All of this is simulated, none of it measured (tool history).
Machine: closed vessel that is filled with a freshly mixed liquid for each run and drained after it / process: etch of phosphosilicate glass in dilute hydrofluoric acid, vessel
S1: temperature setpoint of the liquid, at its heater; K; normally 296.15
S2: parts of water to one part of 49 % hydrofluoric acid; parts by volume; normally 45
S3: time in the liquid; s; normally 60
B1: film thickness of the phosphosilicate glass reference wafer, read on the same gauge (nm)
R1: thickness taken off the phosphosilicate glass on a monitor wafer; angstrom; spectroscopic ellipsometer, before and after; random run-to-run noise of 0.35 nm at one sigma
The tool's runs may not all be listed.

run	day	S1	S2	S3	B1	R1
1	0	296.15	45	60	69.99	710.6
2	0.7	296.15	45	60	70	706.6
3	1.088	296.15	45	60	70.01	704.1
4	1.588	296.15	45	60	69.95	700.6
5	2.075	296.15	45	60	70	701.2
6	2.65	296.15	45	60	70.01	695.2
7	3.088	296.15	45	60	70.01	697.9
# day 3.446: thermometer replaced
8	3.571	294.65	45	60	70.06	650.3
9	3.883	292.15	55	60	70.02	468.8
# day 3.988: hydrofluoric acid flow meter replaced
# day 4.175: gauge calibrated
10	4.375	297.65	50	35	70.01	430.6
11	4.842	291.15	25	45	70	872.6
12	5.262	296.15	45	60	70.04	778.9
13	5.562	292.15	50	45	70.01	438.1
14	7.15	296.15	30	60	70.01	1174.3

Some steps in R1 between neighbouring runs. How much of each would the tool show without its hidden state too (settings, what came in, random variation), and how much is left for the hidden state, with any gauge scatter that isn't in both results?
Hidden conditions of the tool in this case: liquid colder than its thermometer reads (K); hydrofluoric acid flow below the setpoint (%); gauge reads high (%).
Run 9 -> 10: S1 292.15 -> 297.65, S2 55 -> 50, S3 60 -> 35, hydrofluoric acid flow meter replaced, gauge calibrated. R1 -38.2 angstrom: hidden state +64.5, all else -102.7.
Run 13 -> 14: S1 292.15 -> 296.15, S2 50 -> 30, S3 45 -> 60. R1 +736.2 angstrom: hidden state -29.6, all else +765.8.
